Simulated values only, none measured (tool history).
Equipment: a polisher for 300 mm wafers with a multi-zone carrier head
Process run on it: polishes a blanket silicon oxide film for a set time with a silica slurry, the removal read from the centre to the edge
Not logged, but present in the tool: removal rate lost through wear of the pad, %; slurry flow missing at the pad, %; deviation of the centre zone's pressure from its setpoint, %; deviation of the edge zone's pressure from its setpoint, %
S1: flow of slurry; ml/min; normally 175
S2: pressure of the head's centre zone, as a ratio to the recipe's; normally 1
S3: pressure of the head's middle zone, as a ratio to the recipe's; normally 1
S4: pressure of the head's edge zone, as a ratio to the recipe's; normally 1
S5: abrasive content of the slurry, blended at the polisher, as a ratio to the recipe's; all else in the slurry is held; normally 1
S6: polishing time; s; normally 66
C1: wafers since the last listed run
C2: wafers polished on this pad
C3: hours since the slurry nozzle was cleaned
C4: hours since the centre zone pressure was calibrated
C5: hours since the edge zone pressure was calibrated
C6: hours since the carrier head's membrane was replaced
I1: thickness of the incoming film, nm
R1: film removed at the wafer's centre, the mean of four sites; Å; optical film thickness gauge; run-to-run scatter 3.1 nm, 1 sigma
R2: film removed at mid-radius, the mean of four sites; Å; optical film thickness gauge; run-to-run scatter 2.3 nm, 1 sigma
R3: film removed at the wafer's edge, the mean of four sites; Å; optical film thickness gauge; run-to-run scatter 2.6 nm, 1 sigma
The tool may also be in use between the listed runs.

| run | hour | S1 | S2 | S3 | S4 | S5 | S6 | C1 | C2 | C3 | C4 | C5 | C6 | I1 | R1 | R2 | R3 |
|---|---|---|---|---|---|---|---|---|---|---|---|---|---|---|---|---|---|
| 1 | 0 | 175 | 1 | 1 | 1 | 1 | 66 | 0 | 368 | 555.1 | 779.8 | 1085.7 | 1540 | 1679.1 | 2893 | 2819 | 2813 |
| 2 | 17.5 | 175 | 1 | 1 | 1 | 1 | 66 | 107 | 475 | 572.6 | 797.3 | 1103.2 | 1557.5 | 1696.6 | 2863 | 2880 | 2830 |
| 3 | 44.6 | 175 | 1 | 1 | 1 | 1 | 66 | 166 | 641 | 599.7 | 824.4 | 1130.3 | 1584.6 | 1657.1 | 2880 | 2862 | 2825 |
| 4 | 101.1 | 145 | 1 | 1 | 1 | 1 | 71 | 346 | 988 | 656.2 | 880.9 | 1186.8 | 1641.1 | 1652.5 | 3028 | 2904 | 2908 |
| 5 | 120 | 145 | 1 | 1 | 1 | 1 | 71 | 115 | 1104 | 675.1 | 899.8 | 1205.7 | 1660 | 1677.5 | 2931 | 2921 | 2949 |
|  | 137.2 | carrier head's membrane replaced by a new one |
|  | 137.5 | worn pad replaced by a new one |
| 6 | 138.3 | 175 | 1 | 1 | 1.12 | 1 | 66 | 79 | 4 | 693.4 | 918.1 | 1224 | 1.1 | 1657.4 | 2921 | 2798 | 2982 |
| 7 | 171.6 | 175 | 1.12 | 1.06 | 1 | 1 | 66 | 204 | 209 | 726.7 | 951.4 | 1257.3 | 34.4 | 1666.1 | 3241 | 2966 | 2812 |
| 8 | 204.2 | 175 | 1.07 | 1 | 1.05 | 1 | 50 | 199 | 408 | 759.3 | 984 | 1289.9 | 67 | 1695.3 | 2333 | 2140 | 2145 |
| 9 | 229.6 | 150 | 0.95 | 1 | 1 | 1.1 | 66 | 155 | 564 | 784.7 | 1009.4 | 1315.3 | 92.4 | 1647.7 | 2715 | 2821 | 2829 |
| 10 | 261.1 | 155 | 1 | 0.9 | 1 | 1 | 87 | 193 | 757 | 816.2 | 1040.9 | 1346.8 | 123.9 | 1670.4 | 3651 | 3367 | 3626 |
| 11 | 281.9 | 175 | 1 | 1.06 | 1.07 | 1 | 66 | 127 | 885 | 837 | 1061.7 | 1367.6 | 144.7 | 1637.4 | 2844 | 2961 | 2894 |
| 12 | 309.1 | 175 | 1 | 1 | 1 | 1 | 66 | 166 | 1052 | 864.2 | 1088.9 | 1394.8 | 171.9 | 1693.6 | 2820 | 2816 | 2784 |
|  | 321.3 | slurry nozzle cleaned |
|  | 333.1 | worn pad replaced by a new one |
| 13 | 333.6 | 175 | 1.12 | 0.93 | 1 | 1.3 | 55 | 119 | 3 | 12.3 | 1113.4 | 1419.3 | 196.4 | 1662.2 | 2930 | 2459 | 2551 |
| 14 | 345.4 | 215 | 1 | 1.09 | 1 | 1 | 66 | 72 | 75 | 24.1 | 1125.2 | 1431.1 | 208.2 | 1644.3 | 2953 | 3106 | 2877 |
|  | 349 | edge zone pressure recalibrated |
|  | 370.6 | centre zone pressure recalibrated |
| 15 | 377.8 | 175 | 1 | 1 | 1 | 1 | 66 | 174 | 249 | 56.5 | 7.2 | 28.8 | 240.6 | 1667.2 | 2812 | 2792 | 2873 |
| 16 | 412.7 | 175 | 1 | 1 | 1 | 1 | 73 | 214 | 463 | 91.4 | 42.1 | 63.7 | 275.5 | 1662.6 | 3127 | 3142 | 3116 |
| 17 | 437.3 | 210 | 1 | 0.91 | 0.88 | 0.8 | 66 | 150 | 614 | 116 | 66.7 | 88.3 | 300.1 | 1705.5 | 2743 | 2488 | 2508 |
| 18 | 471.8 | 175 | 1 | 1 | 1 | 1 | 66 | 211 | 826 | 150.5 | 101.2 | 122.8 | 334.6 | 1678.2 | 2872 | 2880 | 2800 |
| 19 | 484.8 | 175 | 1 | 1 | 1 | 1 | 45 | 79 | 905 | 163.5 | 114.2 | 135.8 | 347.6 | 1651.8 | 1938 | 1911 | 1912 |
| 20 | 504.5 | 175 | 1 | 1 | 1 | 1 | 66 | 120 | 1026 | 183.2 | 133.9 | 155.5 | 367.3 | 1664.4 | 2895 | 2817 | 2798 |
|  | 532.3 | worn pad replaced by a new one |
| 21 | 598.4 | 175 | 1 | 0.9 | 1 | 1 | 72 | 551 | 405 | 277.1 | 227.8 | 249.4 | 461.2 | 1660.8 | 3130 | 2897 | 3065 |

State the hidden condition of the tool at each of the runs:
removal rate lost through wear of the pad, %: 0 in every run
slurry flow missing at the pad, %: 0 in every run
deviation of the centre zone's pressure from its setpoint, %: 0 in every run
deviation of the edge zone's pressure from its setpoint, %: 0 in every run

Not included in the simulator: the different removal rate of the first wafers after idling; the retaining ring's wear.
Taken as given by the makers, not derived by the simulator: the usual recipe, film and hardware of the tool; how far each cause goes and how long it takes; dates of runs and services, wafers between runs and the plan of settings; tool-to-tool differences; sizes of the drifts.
